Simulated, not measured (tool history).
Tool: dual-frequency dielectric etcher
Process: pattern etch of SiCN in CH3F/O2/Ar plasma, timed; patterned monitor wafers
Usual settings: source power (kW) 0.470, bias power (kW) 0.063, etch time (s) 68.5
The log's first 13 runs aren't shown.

run   hour  source power (kW)  bias power (kW)  etch time (s)  wafers since the last listed run  hours since the last wet clean  hours since the last source power generator calibration  hours since the last bias power generator calibration  hours since the last upper electrode change  hours since the gauge calibration  read-back reference wafer on the same gauge, depth_nm  mean etch depth across the wafer (Å)
 14  357.0              0.420            0.063           59.0                               483                           110.7                                                     30.9                                                  165.6                                       5728.2                              214.3                                                  29.66                                 217.9
 15  416.5              0.470            0.063           68.5                               945                           170.2                                                     90.4                                                  225.1                                       5787.7                              273.8                                                  29.66                                 265.0
 16  447.2              0.420            0.050           74.0                               488                           200.9                                                    121.1                                                  255.8                                       5818.4                              304.5                                                  29.69                                 237.9
     533.5  -- upper electrode replaced
 17  534.0              0.540            0.063           68.5                               998                           287.7                                                    207.9                                                  342.6                                          0.5                              391.3                                                  29.68                                 282.2
 18  534.3              0.560            0.063           75.5                                 4                           288.0                                                    208.2                                                  342.9                                          0.8                              391.6                                                  29.71                                 318.0
 19  558.1              0.430            0.063           68.5                               378                           311.8                                                    232.0                                                  366.7                                         24.6                              415.4                                                  29.66                                 254.4
 20  587.2              0.470            0.063           68.5                               462                           340.9                                                    261.1                                                  395.8                                         53.7                              444.5                                                  29.77                                 265.6
 21  599.6              0.470            0.063           68.5                               197                           353.3                                                    273.5                                                  408.2                                         66.1                              456.9                                                  29.75                                 265.6
 22  624.1              0.470            0.063           78.0                               389                           377.8                                                    298.0                                                  432.7                                         90.6                              481.4                                                  29.67                                 303.8
 23  668.5              0.520            0.057           54.5                               705                           422.2                                                    342.4                                                  477.1                                        135.0                              525.8                                                  29.72                                 209.2
 24  687.9              0.470            0.063           68.5                               308                           441.6                                                    361.8                                                  496.5                                        154.4                              545.2                                                  29.70                                 265.9
 25  707.7              0.550            0.068           62.0                               314                           461.4                                                    381.6                                                  516.3                                        174.2                              565.0                                                  29.70                                 267.4
 26  727.5              0.470            0.063           68.5                               314                           481.2                                                    401.4                                                  536.1                                        194.0                              584.8                                                  29.68                                 268.9
 27  763.4              0.560            0.049           55.5                               570                           517.1                                                    437.3                                                  572.0                                        229.9                              620.7                                                  29.73                                 203.0
 28  781.2              0.470            0.063           68.5                               282                           534.9                                                    455.1                                                  589.8                                        247.7                              638.5                                                  29.63                                 264.0
 29  807.3              0.470            0.063           68.5                               414                           561.0                                                    481.2                                                  615.9                                        273.8                              664.6                                                  29.66                                 265.6
 30  828.2              0.470            0.054           51.0                               332                           581.9                                                    502.1                                                  636.8                                        294.7                              685.5                                                  29.65                                 180.8
 31  863.2              0.470            0.058           57.0                               556                           616.9                                                    537.1                                                  671.8                                        329.7                              720.5                                                  29.74                                 212.6

Forecast each of these 3 alternatives for the next run:
  A  863.6              0.470            0.063           68.5                                 6                           617.3                                                    537.5                                                  672.2                                        330.1                              720.9                                                      ?                                     ?
  B  863.6              0.570            0.076           55.5                                 6                           617.3                                                    537.5                                                  672.2                                        330.1                              720.9                                                      ?                                     ?
  C  863.6              0.470            0.058           51.5                                 6                           617.3                                                    537.5                                                  672.2                                        330.1                              720.9                                                      ?                                     ?

run  read-back reference wafer on the same gauge, depth_nm  mean etch depth across the wafer (Å)
  A                                                  29.64                                 265.4
  B                                                  29.64                                 258.5
  C                                                  29.64                                 190.7
Without the tool's hidden state the same runs would have given:
run  mean etch depth across the wafer (Å)
  A                                 265.4
  B                                 258.5
  C                                 190.7

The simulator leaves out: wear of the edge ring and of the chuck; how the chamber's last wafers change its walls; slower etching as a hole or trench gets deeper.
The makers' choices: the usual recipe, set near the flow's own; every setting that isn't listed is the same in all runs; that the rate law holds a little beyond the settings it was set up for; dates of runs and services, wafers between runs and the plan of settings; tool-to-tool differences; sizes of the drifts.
